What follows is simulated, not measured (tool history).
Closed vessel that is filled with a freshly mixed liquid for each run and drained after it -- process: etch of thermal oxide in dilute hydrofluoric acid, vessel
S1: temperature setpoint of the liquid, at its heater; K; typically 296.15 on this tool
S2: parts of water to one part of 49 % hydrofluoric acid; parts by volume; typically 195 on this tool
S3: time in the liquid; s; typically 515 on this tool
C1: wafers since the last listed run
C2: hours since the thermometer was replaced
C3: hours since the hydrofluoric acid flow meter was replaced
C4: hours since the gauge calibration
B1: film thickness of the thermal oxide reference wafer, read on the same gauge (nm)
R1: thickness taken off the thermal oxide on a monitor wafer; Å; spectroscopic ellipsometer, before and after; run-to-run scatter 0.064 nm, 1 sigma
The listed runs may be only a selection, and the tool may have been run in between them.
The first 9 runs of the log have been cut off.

{"run": 10, "day": 38.904, "S1": 296.15, "S2": 195, "S3": 515, "C1": 4084, "C2": 350.9, "C3": 125.6, "C4": 371.1, "B1": 100.06, "R1": 107.1}
{"run": 11, "day": 41.012, "S1": 296.15, "S2": 195, "S3": 515, "C1": 2493, "C2": 401.5, "C3": 176.2, "C4": 421.7, "B1": 100.0, "R1": 106.9}
{"run": 12, "day": 44.417, "S1": 296.15, "S2": 195, "S3": 515, "C1": 4025, "C2": 483.2, "C3": 257.9, "C4": 503.4, "B1": 99.88, "R1": 107.4}
{"run": 13, "day": 47.2, "S1": 300.65, "S2": 245, "S3": 315, "C1": 3291, "C2": 550.0, "C3": 324.7, "C4": 570.2, "B1": 99.81, "R1": 57.8}
{"run": 14, "day": 50.204, "S1": 292.65, "S2": 160, "S3": 345, "C1": 3552, "C2": 622.1, "C3": 396.8, "C4": 642.3, "B1": 99.71, "R1": 79.1}
{"run": 15, "day": 54.562, "S1": 296.15, "S2": 140, "S3": 420, "C1": 5153, "C2": 726.7, "C3": 501.4, "C4": 746.9, "B1": 99.6, "R1": 129.8}
{"run": 16, "day": 58.225, "S1": 294.15, "S2": 120, "S3": 755, "C1": 4330, "C2": 814.6, "C3": 589.3, "C4": 834.8, "B1": 99.49, "R1": 258.9}
{"run": 17, "day": 62.046, "S1": 296.15, "S2": 195, "S3": 515, "C1": 4518, "C2": 906.3, "C3": 681.0, "C4": 926.5, "B1": 99.36, "R1": 105.6}
{"run": 18, "day": 64.383, "S1": 293.15, "S2": 160, "S3": 425, "C1": 2764, "C2": 962.4, "C3": 737.1, "C4": 982.6, "B1": 99.29, "R1": 98.4}
{"run": 19, "day": 67.088, "S1": 300.65, "S2": 230, "S3": 730, "C1": 3197, "C2": 1027.3, "C3": 802.0, "C4": 1047.5, "B1": 99.22, "R1": 143.8}
{"run": 20, "day": 69.779, "S1": 293.15, "S2": 195, "S3": 410, "C1": 3182, "C2": 1091.9, "C3": 866.6, "C4": 1112.1, "B1": 99.15, "R1": 75.8}
{"run": 21, "day": 71.658, "S1": 300.15, "S2": 290, "S3": 295, "C1": 2222, "C2": 1137.0, "C3": 911.7, "C4": 1157.2, "B1": 99.1, "R1": 42.8}
{"run": 22, "day": 74.088, "S1": 296.15, "S2": 195, "S3": 515, "C1": 2872, "C2": 1195.3, "C3": 970.0, "C4": 1215.5, "B1": 99.03, "R1": 107.4}
{"run": 23, "day": 77.425, "S1": 296.15, "S2": 100, "S3": 370, "C1": 3946, "C2": 1275.4, "C3": 1050.1, "C4": 1295.6, "B1": 98.91, "R1": 165.1}
{"run": 24, "day": 81.096, "S1": 300.15, "S2": 100, "S3": 515, "C1": 4340, "C2": 1363.5, "C3": 1138.2, "C4": 1383.7, "B1": 98.79, "R1": 269.3}
{"run": 25, "day": 85.004, "S1": 296.15, "S2": 195, "S3": 515, "C1": 4621, "C2": 1457.3, "C3": 1232.0, "C4": 1477.5, "B1": 98.67, "R1": 106.3}
{"run": 26, "day": 87.733, "S1": 296.15, "S2": 195, "S3": 515, "C1": 3227, "C2": 1522.8, "C3": 1297.5, "C4": 1543.0, "B1": 98.63, "R1": 105.7}
{"day": 88.992, "done": "hydrofluoric acid flow meter replaced"}
{"run": 27, "day": 90.208, "S1": 296.15, "S2": 140, "S3": 740, "C1": 2877, "C2": 1582.2, "C3": 29.2, "C4": 1602.4, "B1": 98.52, "R1": 225.6}
{"day": 91.375, "done": "thermometer replaced"}
{"run": 28, "day": 94.204, "S1": 292.65, "S2": 105, "S3": 380, "C1": 4675, "C2": 67.9, "C3": 125.1, "C4": 1698.3, "B1": 98.39, "R1": 139.6}
{"run": 29, "day": 96.1, "S1": 296.15, "S2": 195, "S3": 515, "C1": 2241, "C2": 113.4, "C3": 170.6, "C4": 1743.8, "B1": 98.37, "R1": 105.7}
{"run": 30, "day": 100.212, "S1": 296.15, "S2": 195, "S3": 385, "C1": 4863, "C2": 212.1, "C3": 269.3, "C4": 1842.5, "B1": 98.25, "R1": 78.4}
{"run": 31, "day": 104.5, "S1": 296.15, "S2": 195, "S3": 755, "C1": 5069, "C2": 315.0, "C3": 372.2, "C4": 1945.4, "B1": 98.1, "R1": 154.3}
{"run": 32, "day": 108.533, "S1": 296.15, "S2": 195, "S3": 600, "C1": 4769, "C2": 411.8, "C3": 469.0, "C4": 2042.2, "B1": 98.0, "R1": 121.9}
{"run": 33, "day": 110.412, "S1": 298.65, "S2": 195, "S3": 630, "C1": 2222, "C2": 456.9, "C3": 514.1, "C4": 2087.3, "B1": 97.95, "R1": 140.6}

Predict each of these 4 candidate next runs independently; none follows another, all start after run 33:
{"run": "A", "day": 110.446, "S1": 296.15, "S2": 195, "S3": 515, "C1": 39, "C2": 457.7, "C3": 514.9, "C4": 2088.1, "B1": "?", "R1": "?"}
{"run": "B", "day": 110.446, "S1": 299.65, "S2": 195, "S3": 515, "C1": 39, "C2": 457.7, "C3": 514.9, "C4": 2088.1, "B1": "?", "R1": "?"}
{"run": "C", "day": 110.446, "S1": 294.15, "S2": 290, "S3": 310, "C1": 39, "C2": 457.7, "C3": 514.9, "C4": 2088.1, "B1": "?", "R1": "?"}
{"run": "D", "day": 110.446, "S1": 292.65, "S2": 195, "S3": 415, "C1": 39, "C2": 457.7, "C3": 514.9, "C4": 2088.1, "B1": "?", "R1": "?"}

run=A B1=97.92 R1=104.6
run=B B1=97.92 R1=119.0
run=C B1=97.92 R1=35.8
run=D B1=97.92 R1=73.7
With the hidden condition removed and each run's random variation left untouched, the same runs would have given:
run=A R1=106.8
run=B R1=121.5
run=C R1=36.6
run=D R1=75.3
